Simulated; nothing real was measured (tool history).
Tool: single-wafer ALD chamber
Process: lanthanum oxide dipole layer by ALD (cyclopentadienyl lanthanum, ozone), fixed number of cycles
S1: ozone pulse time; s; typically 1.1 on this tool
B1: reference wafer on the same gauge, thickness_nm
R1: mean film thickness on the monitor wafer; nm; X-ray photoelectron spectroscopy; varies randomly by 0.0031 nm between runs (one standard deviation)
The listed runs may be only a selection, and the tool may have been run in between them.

run    hour    S1     B1     R1
  1       0   1.1  0.642  0.561
  2    82.1  0.91  0.645  0.546
  3   128.7  1.24  0.644  0.576
  4     221  1.24  0.646  0.576
  5   308.9   1.1  0.647  0.567
  6   409.4   1.1  0.649   0.57
      489.4  -- gauge calibrated
  7   506.8  1.29  0.627  0.562
  8   559.1  1.28  0.628  0.568
  9   597.7  1.28  0.627  0.563
 10   657.9  1.28  0.628  0.558
 11   735.9   1.1  0.629  0.543
 12   790.3   1.1  0.628  0.551
 13   859.8  0.74  0.628  0.519
 14   920.2   0.7  0.628  0.511
 15  1012.3  1.27  0.628  0.568
 16  1087.7   1.1  0.629  0.554
       1174  -- ozone generator serviced
 17  1351.6  1.47  0.631  0.573
 18  1441.6   1.1  0.631  0.553
 19  1506.2  0.95  0.631  0.547
 20  1580.6  1.38  0.631   0.57
     1590.2  -- showerhead replaced
 21    1665  1.37  0.632  0.571
 22  1719.2  1.52  0.632   0.58
     1796.8  -- thermocouple changed; heater temperature recalibrated
 23  1797.3  0.85  0.633  0.535
 24  1845.9   1.1  0.633  0.549
 25  1933.4  0.71  0.634  0.517
 26  1995.4   0.7  0.634  0.513
 27    2049  1.28  0.635   0.57
 28  2148.7  1.26  0.636   0.57
 29  2187.7   1.3  0.636   0.57
     2230.2  -- ozone generator serviced
 30  2266.4   1.1  0.638  0.554
 31  2353.2  1.28  0.637  0.573
 32  2428.5  0.82  0.639  0.534
 33  2474.4  1.41   0.64  0.584

Alternative continuations, all from the tool just after run 33; predict every row:
  A  2474.8  1.44   ?   ?
  B  2474.8  1.45   ?   ?
  C  2474.8  0.97   ?   ?
  D  2474.8  1.49   ?   ?
  E  2474.8  1.48   ?   ?

run     B1     R1
  A  0.638  0.586
  B  0.638  0.586
  C  0.638  0.552
  D  0.638  0.588
  E  0.638  0.588
With no hidden state in the tool, these same runs would have given:
run     R1
  A  0.575
  B  0.576
  C  0.542
  D  0.578
  E  0.577

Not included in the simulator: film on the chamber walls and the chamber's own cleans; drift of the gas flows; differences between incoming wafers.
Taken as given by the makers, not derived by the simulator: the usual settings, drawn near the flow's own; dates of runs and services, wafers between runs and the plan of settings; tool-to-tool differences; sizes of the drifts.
